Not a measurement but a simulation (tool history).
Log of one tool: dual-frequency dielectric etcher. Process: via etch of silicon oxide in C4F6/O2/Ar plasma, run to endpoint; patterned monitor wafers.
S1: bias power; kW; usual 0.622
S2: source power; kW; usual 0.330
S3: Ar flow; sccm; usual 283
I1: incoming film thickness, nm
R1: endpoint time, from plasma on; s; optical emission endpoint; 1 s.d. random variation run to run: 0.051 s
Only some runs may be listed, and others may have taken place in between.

run,hour,S1,S2,S3,I1,R1
1,0.0,0.622,0.330,283,79.2,16.7
2,10.7,0.622,0.330,283,79.4,16.7
3,17.5,0.622,0.330,283,79.9,16.7
4,30.9,0.622,0.330,283,79.3,16.7
5,47.3,0.622,0.330,283,79.1,16.5
6,60.3,0.622,0.330,283,79.0,16.4
7,75.3,0.622,0.330,283,80.2,16.8
8,82.1,0.622,0.330,283,79.2,16.6
# hour 97.2: source power generator calibrated
9,98.1,0.622,0.330,283,80.2,16.7
10,109.8,0.622,0.330,283,79.1,16.5
11,117.5,0.622,0.330,283,80.2,16.7
# hour 127.5: Ar flow controller replaced
# hour 146.7: upper electrode replaced
12,147.2,0.720,0.290,327,79.9,16.9
13,147.5,0.671,0.330,252,80.2,16.0
14,156.1,0.538,0.360,333,79.2,17.0
15,162.4,0.565,0.280,344,79.3,18.6
# hour 169.5: bias power generator calibrated
16,172.4,0.685,0.300,283,80.2,16.8
# hour 198.3: wet clean of the chamber
17,207.9,0.544,0.410,253,79.6,16.1
18,225.7,0.622,0.370,283,79.6,16.2
19,243.4,0.622,0.310,283,80.1,17.5
20,259.2,0.622,0.330,283,79.3,16.9
21,270.2,0.622,0.330,283,79.8,17.0
22,278.6,0.622,0.260,283,80.3,18.9
23,285.8,0.720,0.290,327,79.4,17.3
24,293.7,0.547,0.330,328,79.8,18.0
25,307.4,0.574,0.330,339,80.1,17.9
26,319.3,0.622,0.310,232,79.9,17.0
27,333.1,0.729,0.270,341,79.1,17.7
28,340.9,0.523,0.330,283,79.8,17.9
29,367.1,0.727,0.280,334,80.0,17.5

What if the next run were any one of these 4? Each begins from the tool's condition after run 29:
A,367.5,0.622,0.330,283,79.3,?
B,367.5,0.622,0.380,283,79.3,?
C,367.5,0.622,0.260,248,79.3,?
D,367.5,0.687,0.330,283,79.3,?

run,R1
A,16.8
B,15.8
C,18.3
D,16.2
Without the tool's unlogged condition, the same runs would have read:
run,R1
A,17.1
B,16.1
C,18.6
D,16.5

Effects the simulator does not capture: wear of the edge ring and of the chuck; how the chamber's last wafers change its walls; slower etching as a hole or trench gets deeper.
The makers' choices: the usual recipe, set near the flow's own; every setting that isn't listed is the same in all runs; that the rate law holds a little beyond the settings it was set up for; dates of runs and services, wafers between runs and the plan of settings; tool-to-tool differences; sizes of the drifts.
